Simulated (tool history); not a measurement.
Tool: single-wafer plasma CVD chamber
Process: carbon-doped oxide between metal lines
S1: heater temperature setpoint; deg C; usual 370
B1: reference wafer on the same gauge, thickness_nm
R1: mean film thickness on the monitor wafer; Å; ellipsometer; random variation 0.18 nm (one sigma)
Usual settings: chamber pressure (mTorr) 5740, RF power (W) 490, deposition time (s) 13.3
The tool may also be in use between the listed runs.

Run 1, day 0: usual settings but chamber pressure (mTorr) 5450; B1 82.998. Result: R1 676.94 Å.
Run 2, day 1.071: usual settings but chamber pressure (mTorr) 5450; B1 82.902. Result: R1 673.62 Å.
Run 3, day 1.8: usual settings but S1 376 deg C; B1 82.92. Result: R1 671.64 Å.
Run 4, day 3.096: usual settings but S1 376 deg C; B1 82.938. Result: R1 667.19 Å.
Run 5, day 4.254: usual settings but S1 376 deg C; B1 83.006. Result: R1 669.35 Å.
Run 6, day 4.962: usual settings but deposition time (s) 11.4; B1 83.041. Result: R1 580.04 Å.
Run 7, day 5.912: usual settings but deposition time (s) 11.4; B1 83.029. Result: R1 578.41 Å.
Run 8, day 6.45: usual settings; B1 82.797. Result: R1 671.95 Å.
Run 9, day 7.612: usual settings but chamber pressure (mTorr) 6990, deposition time (s) 15.8; B1 82.926. Result: R1 810.79 Å.
Run 10, day 8.271: usual settings but deposition time (s) 15.4; B1 82.87. Result: R1 772 Å.
Run 11, day 9.767: usual settings but S1 376 deg C; B1 82.896. Result: R1 659.28 Å.
Run 12, day 11.175: usual settings; B1 82.772. Result: R1 667.71 Å.
Run 13, day 12.062: usual settings but S1 384 deg C, chamber pressure (mTorr) 6300, RF power (W) 540; B1 82.918. Result: R1 751.5 Å.
Run 14, day 13.158: usual settings but S1 382 deg C; B1 82.836. Result: R1 698.02 Å.
Run 15, day 14.388: usual settings but S1 376 deg C, chamber pressure (mTorr) 4820, RF power (W) 435, deposition time (s) 12.2; B1 82.899. Result: R1 578.99 Å.
Run 16, day 15.25: usual settings but chamber pressure (mTorr) 6210, RF power (W) 435, deposition time (s) 11.2; B1 82.877. Result: R1 565.13 Å.
Run 17, day 15.962: usual settings but deposition time (s) 14.7; B1 82.887. Result: R1 789.8 Å.

Taken out of this log: 6 entries between the listed runs. Where each belongs, and how the hidden state differs across it:
Between runs 4 and 5: gauge calibrated (day 3.15)
  delivered RF power above the setpoint (%): -8.28 -> -8.53
  measured less the result without the state, R1: -40.28 -> -41.94 Å
Between runs 6 and 7: thermocouple changed; heater temperature recalibrated (day 5.525)
  delivered RF power above the setpoint (%): -8.69 -> -8.91
  measured less the result without the state, R1: -37.18 -> -38.2 Å
Between runs 8 and 9: capacitance manometer re-zeroed and calibrated (day 6.867); showerhead replaced (day 7.592)
  delivered RF power above the setpoint (%): -9.04 -> -9.31
  measured less the result without the state, R1: -45.12 -> -56.44 Å
Between runs 12 and 13: gauge calibrated (day 11.867); RF generator calibrated (day 12.042)
  delivered RF power above the setpoint (%): -10.2 -> -0.365
  measured less the result without the state, R1: -51.72 -> -1.78 Å

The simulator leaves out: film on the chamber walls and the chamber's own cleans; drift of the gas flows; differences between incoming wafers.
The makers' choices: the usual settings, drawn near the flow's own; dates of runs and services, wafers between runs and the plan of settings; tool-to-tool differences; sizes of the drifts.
